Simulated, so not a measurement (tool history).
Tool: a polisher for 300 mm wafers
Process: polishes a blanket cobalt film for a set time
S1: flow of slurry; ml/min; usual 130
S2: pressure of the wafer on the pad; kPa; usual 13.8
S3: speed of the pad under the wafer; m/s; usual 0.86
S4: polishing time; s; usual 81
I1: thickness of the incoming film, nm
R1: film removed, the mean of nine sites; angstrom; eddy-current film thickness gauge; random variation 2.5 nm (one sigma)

run 1 hour=0 | S1=110 S2=11.7 S3=0.86 S4=81 | I1=1452.7 | R1=2977
run 2 hour=9.6 | S1=110 S2=11.7 S3=0.86 S4=81 | I1=1445.8 | R1=3028
-- hour=16.4 worn pad replaced by a new one
run 3 hour=22.1 | S1=130 S2=13.8 S3=0.86 S4=81 | I1=1449.6 | R1=3633
run 4 hour=29.7 | S1=130 S2=13.8 S3=0.86 S4=81 | I1=1467.2 | R1=3592
run 5 hour=41.5 | S1=130 S2=13.8 S3=0.86 S4=81 | I1=1419.4 | R1=3635
run 6 hour=50.5 | S1=130 S2=13.8 S3=0.86 S4=81 | I1=1431.2 | R1=3607
run 7 hour=64.5 | S1=130 S2=13.8 S3=0.86 S4=81 | I1=1444.8 | R1=3577
run 8 hour=79.9 | S1=130 S2=13.8 S3=0.86 S4=81 | I1=1440.2 | R1=3541
run 9 hour=93.5 | S1=130 S2=13.8 S3=0.86 S4=66 | I1=1422.5 | R1=2863
-- hour=105.6 worn pad replaced by a new one
run 10 hour=109.9 | S1=130 S2=11.7 S3=0.86 S4=81 | I1=1454.4 | R1=3290
-- hour=133.7 head pressure recalibrated
run 11 hour=156.4 | S1=145 S2=15.9 S3=0.86 S4=81 | I1=1428 | R1=3793
run 12 hour=166.4 | S1=90 S2=13.8 S3=1.1 S4=81 | I1=1436.5 | R1=3678
run 13 hour=173.6 | S1=165 S2=13.8 S3=0.86 S4=81 | I1=1454.7 | R1=3443
-- hour=181.9 worn pad replaced by a new one
run 14 hour=182.4 | S1=115 S2=13.8 S3=0.6 S4=81 | I1=1444.8 | R1=2493
-- hour=192 slurry nozzle cleaned
run 15 hour=198.7 | S1=130 S2=11.7 S3=0.86 S4=65 | I1=1453.8 | R1=2392
run 16 hour=214.9 | S1=155 S2=13.8 S3=0.86 S4=81 | I1=1445.9 | R1=3490
run 17 hour=224.2 | S1=105 S2=15.9 S3=1 S4=93 | I1=1452.9 | R1=4689
run 18 hour=241.5 | S1=110 S2=11.7 S3=0.86 S4=81 | I1=1426.6 | R1=2843

Measured less the same run without the tool's hidden state. The same run-to-run variation is in both; the gauge's scatter may not be:
The hidden state here: removal rate lost through wear of the pad, %; slurry flow missing at the pad, %; deviation of the head's pressure from its setpoint, %.
run=1 R1=+96
run=2 R1=+87
run=3 R1=+210
run=4 R1=+198
run=5 R1=+186
run=6 R1=+174
run=7 R1=+154
run=8 R1=+134
run=9 R1=+94
run=10 R1=+218
run=11 R1=-127
run=12 R1=-137
run=13 R1=-138
run=14 R1=-10
run=15 R1=-23
run=16 R1=-54
run=17 R1=-89
run=18 R1=-72
